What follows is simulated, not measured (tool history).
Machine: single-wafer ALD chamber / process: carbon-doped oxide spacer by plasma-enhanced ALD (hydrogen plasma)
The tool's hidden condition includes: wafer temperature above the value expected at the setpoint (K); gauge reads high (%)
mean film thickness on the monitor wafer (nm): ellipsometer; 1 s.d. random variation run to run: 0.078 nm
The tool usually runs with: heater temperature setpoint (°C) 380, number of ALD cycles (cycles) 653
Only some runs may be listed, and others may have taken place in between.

run	hour	heater temperature setpoint (°C)	number of ALD cycles (cycles)	wafers since the last listed run	hours since the last thermocouple change	hours since the gauge calibration	read-back reference wafer on the same gauge, thickness_nm	mean film thickness on the monitor wafer (nm)
1	0	380	653	0	1646	127.1	28.775	31.363
2	28.6	380	653	15	1674.6	155.7	28.778	31.353
3	49	380	653	10	1695	176.1	28.813	31.318
4	61.1	380	653	6	1707.1	188.2	28.806	31.291
5	80.9	380	653	10	1726.9	208	28.787	31.56
6	114.7	380	653	18	1760.7	241.8	28.789	31.289
7	126.9	387	653	6	1772.9	254	28.806	31.304
8	148.8	387	653	11	1794.8	275.9	28.781	31.313
9	174.2	380	653	13	1820.2	301.3	28.778	31.49
10	187.2	380	653	6	1833.2	314.3	28.79	31.455
11	216.3	375	653	15	1862.3	343.4	28.773	31.342
12	236.5	375	653	10	1882.5	363.6	28.802	31.474
13	261.3	370	653	13	1907.3	388.4	28.816	31.476
# hour 278.2: thermocouple changed; heater temperature recalibrated
14	290	375	751	11	11.8	417.1	28.839	36.161
15	320.6	376	653	16	42.4	447.7	28.808	31.368
16	351	380	653	16	72.8	478.1	28.793	31.444
17	375.8	380	770	13	97.6	502.9	28.788	37.024
18	399.8	380	653	12	121.6	526.9	28.809	31.364
19	418.6	370	730	10	140.4	545.7	28.794	34.982
# hour 486.5: gauge calibrated
20	511.9	372	653	50	233.7	25.4	28.824	31.447
21	547.6	372	591	19	269.4	61.1	28.781	28.325
22	581.3	380	653	18	303.1	94.8	28.796	31.212
23	595	373	528	7	316.8	108.5	28.819	25.38
24	615.6	394	580	11	337.4	129.1	28.781	27.906
25	705.6	375	582	48	427.4	219.1	28.786	27.947
26	736.9	373	554	16	458.7	250.4	28.804	26.758
27	772.3	380	758	19	494.1	285.8	28.811	36.423

State the hidden condition of the tool at each of the runs:
wafer temperature above the value expected at the setpoint (K): 0 in every run
gauge reads high (%): 0 in every run
